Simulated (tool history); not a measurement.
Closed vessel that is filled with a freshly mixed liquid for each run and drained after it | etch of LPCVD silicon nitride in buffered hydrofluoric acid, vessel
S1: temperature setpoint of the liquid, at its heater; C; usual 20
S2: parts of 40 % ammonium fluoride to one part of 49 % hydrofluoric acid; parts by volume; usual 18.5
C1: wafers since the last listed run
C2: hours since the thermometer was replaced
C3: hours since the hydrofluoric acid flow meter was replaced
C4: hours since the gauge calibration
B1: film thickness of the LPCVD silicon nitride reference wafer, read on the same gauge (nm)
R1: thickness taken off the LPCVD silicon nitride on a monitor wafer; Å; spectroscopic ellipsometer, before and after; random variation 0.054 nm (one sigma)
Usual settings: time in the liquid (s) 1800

Run 1, day 0: usual settings; C1 0; C2 615.2; C3 1449.8; C4 326.8; B1 29.98. Result: R1 119.9 Å.
Run 2, day 0.942: usual settings; C1 1159; C2 637.8; C3 1472.4; C4 349.4; B1 30.03. Result: R1 120.2 Å.
Run 3, day 1.829: usual settings; C1 1093; C2 659.1; C3 1493.7; C4 370.7; B1 29.99. Result: R1 120.9 Å.
Run 4, day 3.229: usual settings; C1 1724; C2 692.7; C3 1527.3; C4 404.3; B1 30.03. Result: R1 119.6 Å.
Run 5, day 3.971: usual settings but S1 23 C, S2 14 parts by volume; C1 913; C2 710.5; C3 1545.1; C4 422.1; B1 30.02. Result: R1 187.2 Å.
Run 6, day 5.05: usual settings; C1 1329; C2 736.4; C3 1571; C4 448; B1 30.03. Result: R1 120.2 Å.
Run 7, day 6.412: usual settings; C1 1678; C2 769.1; C3 1603.7; C4 480.7; B1 30. Result: R1 121.3 Å.
Run 8, day 7.058: usual settings but S1 23 C, S2 13 parts by volume; C1 795; C2 784.6; C3 1619.2; C4 496.2; B1 29.96. Result: R1 202.2 Å.
Run 9, day 7.858: usual settings but S1 23 C, S2 13 parts by volume; C1 985; C2 803.8; C3 1638.4; C4 515.4; B1 30. Result: R1 200.8 Å.
Run 10, day 8.892: usual settings but S2 24 parts by volume; C1 1272; C2 828.6; C3 1663.2; C4 540.2; B1 30.01. Result: R1 97.8 Å.
Run 11, day 10.308: usual settings but S2 24 parts by volume; C1 1744; C2 862.6; C3 1697.2; C4 574.2; B1 30.01. Result: R1 98.1 Å.
Run 12, day 10.933: usual settings but S2 24 parts by volume; C1 769; C2 877.6; C3 1712.2; C4 589.2; B1 29.97. Result: R1 98.2 Å.
At day 10.958: gauge calibrated.
Run 13, day 11.796: usual settings; C1 1062; C2 898.3; C3 1732.9; C4 20.1; B1 30. Result: R1 119.6 Å.
At day 12.35: hydrofluoric acid flow meter replaced.
At day 12.588: thermometer replaced.
Run 14, day 14.871: usual settings; C1 3684; C2 54.8; C3 60.5; C4 93.9; B1 30.01. Result: R1 120.6 Å.
Run 15, day 15.429: usual settings; C1 687; C2 68.2; C3 73.9; C4 107.3; B1 29.96. Result: R1 120.4 Å.
Run 16, day 17.446: usual settings but S1 22 C, S2 11 parts by volume, time in the liquid (s) 1075; C1 2483; C2 116.6; C3 122.3; C4 155.7; B1 29.98. Result: R1 133.9 Å.
Run 17, day 18.312: usual settings but time in the liquid (s) 1220; C1 1067; C2 137.4; C3 143.1; C4 176.5; B1 29.99. Result: R1 81.4 Å.
Run 18, day 19.075: usual settings but S2 12.5 parts by volume, time in the liquid (s) 840; C1 939; C2 155.7; C3 161.4; C4 194.8; B1 30. Result: R1 82.7 Å.
Run 19, day 20.183: usual settings but S1 23 C, S2 13 parts by volume; C1 1365; C2 182.3; C3 188; C4 221.4; B1 30. Result: R1 199.1 Å.
Run 20, day 20.867: usual settings but S2 22 parts by volume, time in the liquid (s) 1515; C1 841; C2 198.7; C3 204.4; C4 237.8; B1 29.95. Result: R1 88 Å.
Run 21, day 22.262: usual settings but S1 22 C; C1 1719; C2 232.2; C3 237.9; C4 271.3; B1 30.01. Result: R1 134.5 Å.
Run 22, day 23.375: usual settings; C1 1370; C2 258.9; C3 264.6; C4 298; B1 29.99. Result: R1 119.2 Å.
Run 23, day 26.088: usual settings but S1 23 C, S2 13 parts by volume; C1 3340; C2 324; C3 329.7; C4 363.1; B1 29.98. Result: R1 201.4 Å.
Run 24, day 28.588: usual settings but S1 17 C, S2 22 parts by volume, time in the liquid (s) 2200; C1 3079; C2 384; C3 389.7; C4 423.1; B1 30.05. Result: R1 107.8 Å.
Run 25, day 29.721: usual settings but time in the liquid (s) 2680; C1 1395; C2 411.2; C3 416.9; C4 450.3; B1 30.01. Result: R1 178.8 Å.
Run 26, day 30.575: usual settings but S1 22.5 C, time in the liquid (s) 920; C1 1052; C2 431.7; C3 437.4; C4 470.8; B1 30. Result: R1 71 Å.
Run 27, day 31.912: usual settings; C1 1647; C2 463.8; C3 469.5; C4 502.9; B1 29.99. Result: R1 120.2 Å.
Run 28, day 32.462: usual settings but S1 18 C; C1 677; C2 477; C3 482.7; C4 516.1; B1 30. Result: R1 107.4 Å.
At day 33.104: gauge calibrated.
Run 29, day 33.542: usual settings but S1 23.5 C, S2 14 parts by volume; C1 1329; C2 502.9; C3 508.6; C4 10.5; B1 30.03. Result: R1 193.3 Å.
Run 30, day 34.092: usual settings but time in the liquid (s) 2470; C1 677; C2 516.1; C3 521.8; C4 23.7; B1 29.99. Result: R1 164.3 Å.

What the log doesn't show, run by run:
liquid colder than its thermometer reads (K): 0 in every run
hydrofluoric acid flow above the setpoint (%): 0 in every run
gauge reads high (%): 0 in every run
